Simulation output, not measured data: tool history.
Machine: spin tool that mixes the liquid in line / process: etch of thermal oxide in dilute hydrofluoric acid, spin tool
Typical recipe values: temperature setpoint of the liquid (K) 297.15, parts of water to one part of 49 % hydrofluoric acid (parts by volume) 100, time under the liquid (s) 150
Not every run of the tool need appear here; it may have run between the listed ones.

run	day	temperature setpoint of the liquid (K)	parts of water to one part of 49 % hydrofluoric acid (parts by volume)	time under the liquid (s)	wafers since the last listed run	hours since the thermometer was replaced	hours since the hydrofluoric acid flow meter was replaced	hours since the gauge calibration	read-back film thickness of the thermal oxide reference wafer, read on the same gauge (nm)	thickness taken off the thermal oxide on a monitor wafer (Å)
1	0.000	297.15	85	150	0	287.0	900.5	2596.4	130.02	89.0
2	2.492	297.15	85	150	475	346.8	960.3	2656.2	129.98	90.5
3	6.783	297.15	100	150	819	449.8	1063.3	2759.2	130.01	75.8
# day 10.083: hydrofluoric acid flow meter replaced
4	10.712	297.15	100	150	742	544.1	15.1	2853.5	129.98	69.6
5	22.850	294.65	100	150	2317	835.4	306.4	3144.8	130.02	64.8
6	26.888	294.65	100	150	771	932.3	403.3	3241.7	129.98	65.4
7	29.358	294.65	100	150	471	991.6	462.6	3301.0	129.96	65.8
8	32.904	297.15	100	150	677	1076.7	547.7	3386.1	130.01	73.3
9	34.625	297.15	100	150	328	1118.0	589.0	3427.4	130.00	73.3
10	36.733	297.15	100	150	402	1168.6	639.6	3478.0	129.99	73.1
11	38.462	297.15	100	150	330	1210.1	681.1	3519.5	130.03	74.3
12	42.442	297.15	115	150	759	1305.6	776.6	3615.0	129.99	61.8
13	45.458	297.15	115	150	576	1378.0	849.0	3687.4	129.99	64.1
14	49.883	297.15	100	150	845	1484.2	955.2	3793.6	129.97	74.5
# day 52.254: gauge calibrated
15	54.342	297.15	100	150	851	1591.2	1062.2	50.1	130.01	76.9
16	57.954	297.15	100	150	689	1677.9	1148.9	136.8	130.00	77.1
17	59.825	301.65	100	125	357	1722.8	1193.8	181.7	130.00	75.5
18	62.188	297.15	100	150	451	1779.5	1250.5	238.4	130.01	76.2
19	64.100	292.15	125	120	365	1825.4	1296.4	284.3	129.98	39.0
20	66.721	297.15	100	150	500	1888.3	1359.3	347.2	129.97	76.7
# day 70.321: hydrofluoric acid flow meter replaced
21	70.933	295.15	130	210	796	1989.4	14.7	448.3	129.99	65.8
# day 73.575: thermometer replaced
22	73.833	297.15	140	115	545	6.2	84.3	517.9	130.01	36.4

Run 23 has not been measured yet. What should we expect?
23	76.754	300.15	100	220	557	76.3	154.4	588.0	?	?

{"run 23": {"read-back film thickness of the thermal oxide reference wafer, read on the same gauge (nm)": 130.01, "thickness taken off the thermal oxide on a monitor wafer (Å)": 117.2}}
Without the tool's hidden state the same run would have given thickness taken off the thermal oxide on a monitor wafer (Å) 115.4.
